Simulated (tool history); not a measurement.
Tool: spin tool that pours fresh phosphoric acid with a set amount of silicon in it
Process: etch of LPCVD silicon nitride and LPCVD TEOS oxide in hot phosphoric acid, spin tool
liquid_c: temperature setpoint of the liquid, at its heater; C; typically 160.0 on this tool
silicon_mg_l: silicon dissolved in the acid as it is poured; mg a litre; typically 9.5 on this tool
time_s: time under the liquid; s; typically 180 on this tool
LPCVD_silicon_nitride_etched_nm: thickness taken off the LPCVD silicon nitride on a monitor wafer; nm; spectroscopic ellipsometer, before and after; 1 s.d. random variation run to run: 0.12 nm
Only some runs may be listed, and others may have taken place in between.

| run | hour | liquid_c | silicon_mg_l | time_s | wafers since the last listed run | hours since the thermometer was replaced | hours since the dissolved silicon flow meter was replaced | hours since the heated supply line was repaired | hours since the gauge calibration | read-back film thickness of the LPCVD silicon nitride reference wafer, read on the same gauge (nm) | LPCVD_silicon_nitride_etched_nm |
|---|---|---|---|---|---|---|---|---|---|---|---|
| 1 | 0.0 | 160.0 | 9.5 | 180 | 0 | 1327.6 | 976.9 | 1137.8 | 1693.7 | 121.74 | 16.11 |
| 2 | 38.1 | 160.0 | 9.5 | 150 | 375 | 1365.7 | 1015.0 | 1175.9 | 1731.8 | 121.88 | 13.64 |
| 3 | 122.7 | 160.0 | 9.5 | 150 | 832 | 1450.3 | 1099.6 | 1260.5 | 1816.4 | 122.10 | 13.40 |
|  | 191.5 | heated supply line repaired |
| 4 | 192.0 | 161.5 | 9.5 | 180 | 672 | 1519.6 | 1168.9 | 0.5 | 1885.7 | 122.35 | 17.17 |
|  | 197.8 | dissolved silicon flow meter replaced |
| 5 | 295.3 | 160.0 | 9.5 | 180 | 1006 | 1622.9 | 97.5 | 103.8 | 1989.0 | 122.70 | 16.29 |
| 6 | 378.3 | 161.5 | 14.0 | 120 | 816 | 1705.9 | 180.5 | 186.8 | 2072.0 | 122.98 | 11.43 |
| 7 | 420.9 | 157.5 | 6.5 | 180 | 419 | 1748.5 | 223.1 | 229.4 | 2114.6 | 123.15 | 14.93 |
| 8 | 516.5 | 160.0 | 9.5 | 180 | 940 | 1844.1 | 318.7 | 325.0 | 2210.2 | 123.54 | 16.18 |
|  | 587.8 | gauge calibrated |
| 9 | 623.7 | 160.0 | 9.5 | 180 | 1055 | 1951.3 | 425.9 | 432.2 | 35.9 | 118.50 | 15.58 |
| 10 | 712.2 | 158.0 | 15.0 | 215 | 871 | 2039.8 | 514.4 | 520.7 | 124.4 | 118.53 | 17.46 |
| 11 | 800.2 | 160.0 | 6.5 | 180 | 866 | 2127.8 | 602.4 | 608.7 | 212.4 | 118.55 | 15.80 |
| 12 | 853.6 | 160.0 | 9.5 | 180 | 525 | 2181.2 | 655.8 | 662.1 | 265.8 | 118.53 | 15.70 |
|  | 941.1 | thermometer replaced |
| 13 | 941.6 | 160.0 | 9.5 | 180 | 856 | 0.5 | 743.8 | 750.1 | 353.8 | 118.65 | 15.89 |
| 14 | 1035.3 | 157.0 | 9.5 | 180 | 922 | 94.2 | 837.5 | 843.8 | 447.5 | 118.66 | 14.20 |
| 15 | 1079.9 | 158.0 | 9.5 | 115 | 438 | 138.8 | 882.1 | 888.4 | 492.1 | 118.70 | 9.46 |
| 16 | 1154.5 | 160.0 | 9.5 | 180 | 734 | 213.4 | 956.7 | 963.0 | 566.7 | 118.77 | 15.59 |
| 17 | 1240.6 | 162.0 | 2.0 | 145 | 847 | 299.5 | 1042.8 | 1049.1 | 652.8 | 118.87 | 13.59 |
| 18 | 1324.1 | 160.0 | 9.5 | 180 | 821 | 383.0 | 1126.3 | 1132.6 | 736.3 | 118.95 | 15.74 |
|  | 1360.4 | dissolved silicon flow meter replaced |
| 19 | 1406.7 | 158.0 | 9.5 | 180 | 803 | 465.6 | 46.3 | 1215.2 | 818.9 | 119.08 | 14.76 |
|  | 1409.7 | heated supply line repaired |
| 20 | 1485.1 | 159.0 | 9.5 | 145 | 761 | 544.0 | 124.7 | 75.4 | 897.3 | 119.20 | 12.22 |
| 21 | 1622.6 | 163.0 | 7.0 | 265 | 1353 | 681.5 | 262.2 | 212.9 | 1034.8 | 119.44 | 25.91 |
| 22 | 1696.0 | 160.0 | 9.5 | 145 | 722 | 754.9 | 335.6 | 286.3 | 1108.2 | 119.57 | 12.72 |
| 23 | 1755.5 | 160.0 | 9.5 | 180 | 585 | 814.4 | 395.1 | 345.8 | 1167.7 | 119.72 | 15.93 |

Entry by entry between the runs, the difference in hidden state between the last listed run before and the first listed run after:
After run 3, before run 4: heated supply line repaired (hour 191.5)
  gauge reads high (%): 1.77 -> 1.96
  measured value less the no-hidden-state value, LPCVD_silicon_nitride_etched_nm: +0.23 -> +0.33 nm
After run 4, before run 5: dissolved silicon flow meter replaced (hour 197.8)
  gauge reads high (%): 1.96 -> 2.26
  measured value less the no-hidden-state value, LPCVD_silicon_nitride_etched_nm: +0.33 -> +0.36 nm
After run 8, before run 9: gauge calibrated (hour 587.8)
  gauge reads high (%): 2.95 -> -1.26
  measured value less the no-hidden-state value, LPCVD_silicon_nitride_etched_nm: +0.46 -> -0.20 nm
After run 12, before run 13: thermometer replaced (hour 941.1)
  gauge reads high (%): -1.21 -> -1.17
  measured value less the no-hidden-state value, LPCVD_silicon_nitride_etched_nm: -0.19 -> -0.19 nm
After run 18, before run 19: dissolved silicon flow meter replaced (hour 1360.4)
  gauge reads high (%): -0.857 -> -0.762
  measured value less the no-hidden-state value, LPCVD_silicon_nitride_etched_nm: -0.13 -> -0.12 nm
After run 19, before run 20: heated supply line repaired (hour 1409.7)
  gauge reads high (%): -0.762 -> -0.661
  measured value less the no-hidden-state value, LPCVD_silicon_nitride_etched_nm: -0.12 -> -0.09 nm
